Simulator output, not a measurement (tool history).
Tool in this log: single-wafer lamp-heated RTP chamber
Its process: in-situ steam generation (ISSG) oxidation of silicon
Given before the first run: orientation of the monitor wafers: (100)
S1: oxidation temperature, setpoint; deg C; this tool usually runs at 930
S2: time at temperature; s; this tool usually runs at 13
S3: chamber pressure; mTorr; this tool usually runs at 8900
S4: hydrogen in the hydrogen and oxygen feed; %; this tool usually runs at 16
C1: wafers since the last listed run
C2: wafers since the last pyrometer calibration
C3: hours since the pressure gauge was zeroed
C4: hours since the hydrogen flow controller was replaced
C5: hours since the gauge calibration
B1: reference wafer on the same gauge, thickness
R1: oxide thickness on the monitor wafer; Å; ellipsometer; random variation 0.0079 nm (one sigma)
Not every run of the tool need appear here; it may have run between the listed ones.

run   hour   S1  S2     S3  S4   C1    C2      C3      C4     C5     B1     R1
  1      0  930  13   8900  16    0  5867  2526.9  5035.7   27.4   3.16  34.43
  2   14.8  930  13   8900  16  285  6153  2541.7  5050.5   42.2  3.161  34.46
  3   28.9  930  13   8900  16  272  6426  2555.8  5064.6   56.3   3.16  34.57
  4   35.1  930  13   8900  16  119  6546    2562  5070.8   62.5   3.16  34.44
  5     52  930  13   8900  16  326  6872  2578.9  5087.7   79.4   3.16  34.52
  6   60.8  930  13   8900  16  170  7042  2587.7  5096.5   88.2  3.161   34.6
  7   79.8  930  13   8900  16  367  7409  2606.7  5115.5  107.2  3.162  34.63
  8   92.5  930  13   8900  16  245  7654  2619.4  5128.2  119.9   3.16  34.59
     112.9  -- gauge calibrated
     113.3  -- pressure gauge zeroed
  9  113.8  930  13   8900  16  256  7911     0.5  5149.5    0.9  3.159  34.67
 10  117.3  930  13   8900  16   67  7979       4    5153    4.4  3.161   34.7
 11  124.6  924  13   8900  19  141  8120    11.3  5160.3   11.7   3.16  35.83
 12  134.7  920  17   8000  16  195  8315    21.4  5170.4   21.8  3.159  37.63
 13  146.3  930  16   8100  13  224  8539      33    5182   33.4  3.159  36.18
     164.8  -- hydrogen flow controller replaced
       166  -- pyrometer window cleaned and pyrometer calibrated
 14  166.5  930  11  10200  20  212    10    53.2     1.7   53.6  3.163  33.06
 15  186.3  930  13   8900  16  382   392      73    21.5   73.4  3.157  34.05
 16  193.3  930  11   9400  13  135   528      80    28.5   80.4  3.162  30.49
 17  204.6  930  13   8900  16  218   746    91.3    39.8   91.7  3.159  34.01
 18  216.1  922  13   8900  19  222   968   102.8    51.3  103.2  3.162  34.82
 19  223.1  930  13   7900  16  135  1103   109.8    58.3  110.2  3.161  34.21
 20  232.7  930  13   8900  11  185  1289   119.4    67.9  119.8   3.16  31.58

Here are 3 independent what-if runs from the current tool condition. What would each one return?
  A  233.1  930  15  8900  16   7  1296  119.8  68.3  120.2   ?   ?
  B  233.1  916  14  8900  13   7  1296  119.8  68.3  120.2   ?   ?
  C  233.1  921  18  9800  13   7  1296  119.8  68.3  120.2   ?   ?

run     B1     R1
  A  3.159   35.8
  B  3.159  32.35
  C  3.159  35.59
What these runs would have given with no unlogged condition in the tool:
run     R1
  A  35.72
  B  32.28
  C   35.5
